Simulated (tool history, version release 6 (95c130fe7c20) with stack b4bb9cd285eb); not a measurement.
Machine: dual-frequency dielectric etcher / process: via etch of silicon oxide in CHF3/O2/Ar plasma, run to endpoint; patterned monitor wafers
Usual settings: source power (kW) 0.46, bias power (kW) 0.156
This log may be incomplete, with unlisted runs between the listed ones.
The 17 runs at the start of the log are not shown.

| run | hour | source power (kW) | bias power (kW) | incoming incoming film thickness, nm | endpoint time (s) |
|---|---|---|---|---|---|
| 18 | 981.6 | 0.57 | 0.182 | 454 | 198.8 |
| 19 | 1049.5 | 0.56 | 0.143 | 446.9 | 216.9 |
|  | 1177.9 | upper electrode replaced |
|  | 1179.1 | wet clean of the chamber |
| 20 | 1245.5 | 0.53 | 0.127 | 447.9 | 244.6 |
| 21 | 1271.7 | 0.52 | 0.194 | 448.8 | 203.1 |
| 22 | 1303.9 | 0.57 | 0.139 | 448.4 | 223.6 |
|  | 1450.1 | bias power generator calibrated |
| 23 | 1501.4 | 0.5 | 0.122 | 445.3 | 250.3 |
|  | 1543.1 | wet clean of the chamber |
| 24 | 1547.4 | 0.46 | 0.156 | 446.6 | 239.3 |
| 25 | 1581.2 | 0.46 | 0.156 | 449.6 | 239.1 |
| 26 | 1637.5 | 0.46 | 0.173 | 448.3 | 227.1 |
| 27 | 1689.1 | 0.46 | 0.156 | 452.4 | 235.5 |
| 28 | 1758.5 | 0.46 | 0.156 | 447.5 | 234.1 |
| 29 | 1922.6 | 0.36 | 0.156 | 451.3 | 262 |
|  | 1980.9 | wet clean of the chamber |
| 30 | 1993.6 | 0.46 | 0.187 | 447.3 | 219.5 |
| 31 | 2044.4 | 0.46 | 0.139 | 448.5 | 249.4 |

Consider 4 possible next runs. They are alternatives, not a sequence: every one starts from the tool as it was left by run 31. What does each give?
| A | 2044.9 | 0.46 | 0.156 | 450.8 | ? |
| B | 2044.9 | 0.41 | 0.128 | 450.8 | ? |
| C | 2044.9 | 0.34 | 0.169 | 450.8 | ? |
| D | 2044.9 | 0.54 | 0.122 | 450.8 | ? |

| run | endpoint time (s) |
|---|---|
| A | 239.9 |
| B | 277.9 |
| C | 269.3 |
| D | 248.1 |
With no hidden state in the tool, these same runs would have given:
| run | endpoint time (s) |
|---|---|
| A | 240.1 |
| B | 278.1 |
| C | 269.5 |
| D | 248.3 |
